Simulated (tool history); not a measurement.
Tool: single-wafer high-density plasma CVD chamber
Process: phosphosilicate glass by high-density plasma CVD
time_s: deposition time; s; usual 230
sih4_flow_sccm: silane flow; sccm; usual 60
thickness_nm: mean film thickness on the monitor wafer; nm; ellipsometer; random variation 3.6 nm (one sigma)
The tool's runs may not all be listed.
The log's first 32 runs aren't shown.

run	hour	time_s	sih4_flow_sccm	wafers since the last listed run	hours since the silane flow controller was replaced	hours since the gauge calibration	read-back reference wafer on the same gauge, thickness_nm	thickness_nm
33	824.4	258	69	117	461	238.4	1180.106	1704.149
34	845.1	252	60	143	481.7	259.1	1180.22	1438.452
35	860.9	230	60	109	497.5	274.9	1179.72	1314.524
36	891.2	230	64	210	527.8	305.2	1179.618	1403.486
37	906.5	230	49	106	543.1	320.5	1181.067	1071.015
38	933.6	230	60	187	570.2	347.6	1181.171	1319.156
39	947.9	271	70	99	584.5	361.9	1180.32	1805.917
40	1017.1	204	49	479	653.7	431.1	1179.756	955.235
41	1036.4	218	67	133	673	450.4	1179.153	1395.459
42	1048.5	230	60	83	685.1	462.5	1180.133	1315.302
43	1081.6	264	54	229	718.2	495.6	1180.132	1358.762
44	1114.3	218	67	226	750.9	528.3	1180.825	1390.785
45	1178.2	250	64	443	814.8	592.2	1179.708	1524.912

4 ways to go on from here, each from the tool as it stands after run 45. What would each give?
A	1178.7	230	60	3	815.3	592.7	?	?
B	1178.7	267	57	3	815.3	592.7	?	?
C	1178.7	230	52	3	815.3	592.7	?	?
D	1178.7	217	49	3	815.3	592.7	?	?

run	read-back reference wafer on the same gauge, thickness_nm	thickness_nm
A	1180.572	1312.87
B	1180.572	1447.867
C	1180.572	1137.821
D	1180.572	1011.576
Without the tool's hidden state the same runs would have given:
run	thickness_nm
A	1319.405
B	1455.074
C	1143.484
D	1016.611
